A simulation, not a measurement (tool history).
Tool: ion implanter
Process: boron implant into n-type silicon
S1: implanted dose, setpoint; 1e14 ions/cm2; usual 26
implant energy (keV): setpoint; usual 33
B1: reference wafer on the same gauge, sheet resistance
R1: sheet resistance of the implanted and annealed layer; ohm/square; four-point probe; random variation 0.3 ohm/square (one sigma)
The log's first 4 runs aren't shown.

{"run": 5, "hour": 272.0, "S1": 31.19, "implant energy (keV)": 38, "B1": 45.73, "R1": 49.55}
{"run": 6, "hour": 372.4, "S1": 31.19, "implant energy (keV)": 38, "B1": 45.65, "R1": 49.67}
{"run": 7, "hour": 447.8, "S1": 31.19, "implant energy (keV)": 38, "B1": 45.69, "R1": 49.57}
{"run": 8, "hour": 509.8, "S1": 26, "implant energy (keV)": 27, "B1": 45.75, "R1": 58.63}
{"run": 9, "hour": 547.1, "S1": 26, "implant energy (keV)": 27, "B1": 45.69, "R1": 58.99}
{"run": 10, "hour": 652.4, "S1": 26, "implant energy (keV)": 27, "B1": 45.75, "R1": 59.02}
{"hour": 696.2, "done": "Faraday cup replaced and dose calibrated"}
{"run": 11, "hour": 696.7, "S1": 26, "implant energy (keV)": 39, "B1": 45.8, "R1": 54.75}
{"run": 12, "hour": 794.1, "S1": 26, "implant energy (keV)": 39, "B1": 45.69, "R1": 55.06}
{"run": 13, "hour": 889.2, "S1": 26, "implant energy (keV)": 39.5, "B1": 45.7, "R1": 54.52}
{"run": 14, "hour": 943.8, "S1": 26, "implant energy (keV)": 39.5, "B1": 45.78, "R1": 54.24}
{"run": 15, "hour": 1016.3, "S1": 26, "implant energy (keV)": 33, "B1": 45.7, "R1": 56.32}
{"hour": 1080.9, "done": "extraction supply calibrated"}
{"run": 16, "hour": 1083.3, "S1": 30.07, "implant energy (keV)": 33, "B1": 45.76, "R1": 52.22}
{"run": 17, "hour": 1165.5, "S1": 26, "implant energy (keV)": 25.5, "B1": 45.72, "R1": 59.98}
{"hour": 1282.7, "done": "Faraday cup replaced and dose calibrated"}
{"hour": 1412.7, "done": "gauge calibrated"}
{"run": 18, "hour": 1437.0, "S1": 26, "implant energy (keV)": 25.5, "B1": 45.63, "R1": 60.46}
{"run": 19, "hour": 1524.9, "S1": 21.65, "implant energy (keV)": 43, "B1": 45.66, "R1": 60.2}
{"run": 20, "hour": 1625.9, "S1": 22.2, "implant energy (keV)": 37.5, "B1": 45.69, "R1": 59.5}
{"run": 21, "hour": 1665.6, "S1": 26, "implant energy (keV)": 33, "B1": 45.73, "R1": 56.35}

Run 22 comes next. What will it give?
{"run": 22, "hour": 1724.3, "S1": 22.08, "implant energy (keV)": 33, "B1": "?", "R1": "?"}

Run 22 gave B1 45.83, R1 61.09 ohm/square.
Without the tool's hidden state the same run would have given R1 62.45 ohm/square.

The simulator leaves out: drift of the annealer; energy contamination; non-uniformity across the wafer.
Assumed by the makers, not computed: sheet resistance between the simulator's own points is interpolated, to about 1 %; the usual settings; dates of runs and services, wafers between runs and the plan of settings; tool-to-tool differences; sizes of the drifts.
